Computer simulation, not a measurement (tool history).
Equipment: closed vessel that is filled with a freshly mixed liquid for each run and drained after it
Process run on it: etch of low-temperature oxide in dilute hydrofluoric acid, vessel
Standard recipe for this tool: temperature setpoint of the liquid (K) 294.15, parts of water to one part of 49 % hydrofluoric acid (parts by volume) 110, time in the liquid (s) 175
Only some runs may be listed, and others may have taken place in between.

run    hour  temperature setpoint of the liquid (K)  parts of water to one part of 49 % hydrofluoric acid (parts by volume)  time in the liquid (s)  read-back film thickness of the low-temperature oxide reference wafer, read on the same gauge (nm)  thickness taken off the low-temperature oxide on a monitor wafer (angstrom)
  1       0                                  297.15                                                                     110                      95                                                                                               70.02                                                                        155.5
       19.9  -- hydrofluoric acid flow meter replaced
  2   245.1                                  294.15                                                                     110                     175                                                                                               69.99                                                                        252.3
  3   298.8                                  294.15                                                                     110                     175                                                                                               70.02                                                                        253.1
  4   366.7                                  294.15                                                                     110                     175                                                                                               69.98                                                                        252.3
  5   407.4                                  294.15                                                                     110                     175                                                                                                  70                                                                        249.7
      448.6  -- gauge calibrated
  6   474.1                                  294.15                                                                     110                     175                                                                                               69.98                                                                        251.3
      481.3  -- hydrofluoric acid flow meter replaced
      607.7  -- thermometer replaced
  7   695.7                                  294.15                                                                     110                     175                                                                                               69.99                                                                        260.3
  8   758.1                                  296.15                                                                     110                     175                                                                                               70.01                                                                        280.9
  9   803.2                                  296.15                                                                     110                     175                                                                                                  70                                                                        281.1
 10   848.3                                  296.15                                                                     110                     175                                                                                                  70                                                                        280.6
 11   918.3                                  291.15                                                                     110                     175                                                                                               69.98                                                                        228.4
      958.2  -- hydrofluoric acid flow meter replaced
 12  1014.9                                  296.15                                                                     110                     175                                                                                               70.03                                                                        279.5
 13  1089.4                                  294.15                                                                     110                     235                                                                                               69.99                                                                        345.7
 14  1166.2                                  291.65                                                                     125                      75                                                                                               69.99                                                                         86.1
 15  1233.8                                  296.15                                                                     110                     175                                                                                               69.99                                                                        280.8
 16  1294.7                                  298.65                                                                      90                     205                                                                                                  70                                                                          453
     1324.9  -- gauge calibrated
     1361.6  -- hydrofluoric acid flow meter replaced
 17  1384.3                                  292.15                                                                      80                     175                                                                                               69.98                                                                        336.6
 18  1491.4                                  294.15                                                                     110                     175                                                                                               69.98                                                                        257.4
 19  1598.2                                  294.15                                                                     155                      85                                                                                               70.01                                                                         84.2
 20  1647.7                                  294.15                                                                     110                     175                                                                                                  70                                                                        255.2
 21  1753.5                                  298.65                                                                     110                     210                                                                                               70.01                                                                        364.8

Run-by-run hidden state of the tool:
hydrofluoric acid flow below the setpoint (%): 0 at every run
gauge reads high (%): 0 at every run
H1: liquid colder than its thermometer reads (K)
run      H1
  1   0.707
  2   0.819
  3   0.843
  4   0.874
  5   0.893
  6   0.923
  7  0.0436
  8  0.0719
  9  0.0925
 10   0.113
 11   0.145
 12   0.189
 13   0.223
 14   0.258
 15   0.288
 16   0.316
 17   0.357
 18   0.406
 19   0.454
 20   0.477
 21   0.525
